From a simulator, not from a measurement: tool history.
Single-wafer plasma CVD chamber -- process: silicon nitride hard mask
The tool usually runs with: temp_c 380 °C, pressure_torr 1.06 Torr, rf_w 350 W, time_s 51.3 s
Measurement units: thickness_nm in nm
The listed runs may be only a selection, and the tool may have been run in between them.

run,hour,temp_c,pressure_torr,rf_w,time_s,wafers since the last listed run,hours since the last thermocouple change,hours since the last RF generator calibration,hours since the last manometer calibration,hours since the showerhead was replaced,hours since the gauge calibration,"read-back reference wafer on the same gauge, thickness_nm",thickness_nm
1,0,380,1.06,330,51.3,0,2191.4,1159.3,551.2,2742,279.5,58.418,53.507
2,27.2,380,1.06,330,51.3,362,2218.6,1186.5,578.4,2769.2,306.7,58.394,53.432
3,42.3,380,1.06,400,51.3,201,2233.7,1201.6,593.5,2784.3,321.8,58.401,58.867
4,71.9,380,1.06,350,51.3,394,2263.3,1231.2,623.1,2813.9,351.4,58.404,55.178
5,96.2,380,1.06,350,51.3,323,2287.6,1255.5,647.4,2838.2,375.7,58.39,54.987
6,119.6,380,1.24,350,51.3,311,2311,1278.9,670.8,2861.6,399.1,58.412,57.858
# hour 132.9: RF generator calibrated
7,133.4,380,1.24,350,51.3,77,2324.8,0.5,684.6,2875.4,412.9,58.403,57.804
8,145.4,380,1.06,350,51.3,159,2336.8,12.5,696.6,2887.4,424.9,58.37,54.943
9,181.3,380,1.06,350,51.3,478,2372.7,48.4,732.5,2923.3,460.8,58.43,55.126
# hour 226.1: showerhead replaced
10,227,380,1.06,325,51.3,502,2418.4,94.1,778.2,0.9,506.5,58.384,53.082
11,247.2,380,1.06,350,45.7,269,2438.6,114.3,798.4,21.1,526.7,58.375,49.263
12,274,369,0.95,350,59.4,357,2465.4,141.1,825.2,47.9,553.5,58.358,61.705
13,297.7,380,1.06,305,51.3,315,2489.1,164.8,848.9,71.6,577.2,58.38,51.305
14,332.1,380,1.06,400,58.5,458,2523.5,199.2,883.3,106,611.6,58.421,67.558
15,357.3,380,1.06,350,51.3,335,2548.7,224.4,908.5,131.2,636.8,58.376,55.337
16,375.4,389,1.06,350,42.1,241,2566.8,242.5,926.6,149.3,654.9,58.394,45.284
17,482.9,380,1.06,300,45.9,1432,2674.3,350,1034.1,256.8,762.4,58.387,45.647
18,507.8,384,1.06,305,46.3,331,2699.2,374.9,1059,281.7,787.3,58.401,46.519
19,527.4,380,1.06,385,51.3,261,2718.8,394.5,1078.6,301.3,806.9,58.398,58.156
# hour 535.7: capacitance manometer re-zeroed and calibrated
20,557.3,380,1.22,300,44.3,291,2748.7,424.4,21.6,331.2,836.8,58.387,45.774
# hour 559.3: gauge calibrated
# hour 573.9: thermocouple changed; heater temperature recalibrated
21,582.5,368,1.06,350,58.6,229,8.6,449.6,46.8,356.4,23.2,58.459,63.076
22,596.9,369,1.25,415,47,191,23,464,61.2,370.8,37.6,58.407,58.025
23,613.4,380,1.06,350,51.3,219,39.5,480.5,77.7,387.3,54.1,58.386,54.767
24,634.5,380,1.17,350,56.6,281,60.6,501.6,98.8,408.4,75.2,58.405,62.203
25,664.6,386,0.9,350,58.8,401,90.7,531.7,128.9,438.5,105.3,58.413,59.158
26,685.4,380,1.06,350,55.4,277,111.5,552.5,149.7,459.3,126.1,58.409,59.434
27,712.3,380,1.06,350,51.3,358,138.4,579.4,176.6,486.2,153,58.4,54.769
28,727.7,374,1.06,350,48.4,205,153.8,594.8,192,501.6,168.4,58.414,52.071
29,763.7,380,1.06,350,51.3,479,189.8,630.8,228,537.6,204.4,58.356,54.696
30,781,380,1.31,405,51.3,230,207.1,648.1,245.3,554.9,221.7,58.395,63.476

Hidden state at the last listed run before each entry between runs and at the first one after, where it differs:
After run 6, before run 7: RF generator calibrated (hour 132.9)
  true pressure above the setpoint (%): 2.24 -> 2.29
  measured minus no-state result, thickness_nm: +0.388 -> +0.395 nm
After run 9, before run 10: showerhead replaced (hour 226.1)
  true pressure above the setpoint (%): 2.46 -> 2.62
  measured minus no-state result, thickness_nm: +0.437 -> +0.448 nm
After run 19, before run 20: capacitance manometer re-zeroed and calibrated (hour 535.7)
  true pressure above the setpoint (%): 3.68 -> 0.227
  measured minus no-state result, thickness_nm: +0.687 -> +0.032 nm
After run 20, before run 21: gauge calibrated (hour 559.3); thermocouple changed; heater temperature recalibrated (hour 573.9)
  true pressure above the setpoint (%): 0.227 -> 0.316
  measured minus no-state result, thickness_nm: +0.032 -> +0.065 nm
